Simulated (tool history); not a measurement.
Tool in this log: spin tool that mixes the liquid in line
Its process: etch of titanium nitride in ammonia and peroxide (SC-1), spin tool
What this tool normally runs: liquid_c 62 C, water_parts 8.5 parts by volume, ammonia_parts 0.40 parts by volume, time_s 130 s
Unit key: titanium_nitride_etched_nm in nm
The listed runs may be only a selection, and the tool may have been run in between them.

run   hour  liquid_c  water_parts  ammonia_parts  time_s  read-back film thickness of the titanium nitride reference wafer, read on the same gauge (nm)  titanium_nitride_etched_nm
  1    0.0        62          8.5           0.40     130                                                                                          89.99                       20.72
  2   82.5        62          8.5           0.40     130                                                                                          90.02                       20.66
  3  105.2        62          8.5           0.40     130                                                                                          89.98                       20.61
  4  122.7        62          8.5           0.40     130                                                                                          90.01                       20.99
  5  139.8        62          8.5           0.40     130                                                                                          90.00                       20.74
     146.0  -- gauge calibrated
  6  165.1        62          8.5           0.30     130                                                                                          90.00                       19.63
  7  202.6        62          8.5           0.30     130                                                                                          90.00                       20.01
  8  220.2        62          6.5           0.40     130                                                                                          89.99                       23.68
     241.7  -- new drum of ammonia solution connected
  9  248.2        62          6.5           0.40     130                                                                                          89.99                       23.80
 10  274.3        62          6.5           0.40     130                                                                                          89.99                       24.08
 11  297.9        55          8.5           0.40      55                                                                                          90.00                        5.42
     306.1  -- thermometer replaced
 12  323.5        62          8.5           0.30      90                                                                                          89.98                       12.21
 13  343.4        62          6.5           0.55      80                                                                                          89.97                       13.53
 14  359.3        62          8.5           0.40     130                                                                                          89.99                       18.90
     391.6  -- ammonia flow meter replaced
 15  392.6        62          8.5           0.40     130                                                                                          90.01                       18.52
 16  421.1        62          8.5           0.40     130                                                                                          89.99                       18.66
 17  435.8        62          6.5           0.40     130                                                                                          90.03                       20.88
     441.7  -- heated supply line repaired
 18  450.9        62         12.0           0.40     165                                                                                          90.00                       23.81
 19  484.4        62          8.5           0.40     130                                                                                          90.01                       22.28
 20  519.3        52         11.5           0.30      85                                                                                          90.01                        6.15
 21  533.5        62         10.0           0.50      85                                                                                          90.02                       14.10
 22  552.0        62          8.5           0.40      60                                                                                          90.00                       10.31
 23  583.9        62          7.0           0.50     130                                                                                          89.97                       25.28

Predict each of these 5 candidate next runs independently; none follows another, all start after run 23:
  A  584.4        62          8.5           0.40     130                                                                                              ?                           ?
  B  584.4        62          6.0           0.40      65                                                                                              ?                           ?
  C  584.4        62          8.5           0.50     175                                                                                              ?                           ?
  D  584.4        68          8.5           0.40     180                                                                                              ?                           ?
  E  584.4        67          5.0           0.40     130                                                                                              ?                           ?

run  read-back film thickness of the titanium nitride reference wafer, read on the same gauge (nm)  titanium_nitride_etched_nm
  A                                                                                          89.96                       22.22
  B                                                                                          89.96                       13.23
  C                                                                                          89.96                       31.09
  D                                                                                          89.96                       45.01
  E                                                                                          89.96                       39.67
Without the tool's hidden state the same runs would have given:
run  titanium_nitride_etched_nm
  A                       21.31
  B                       12.69
  C                       29.81
  D                       43.22
  E                       38.09
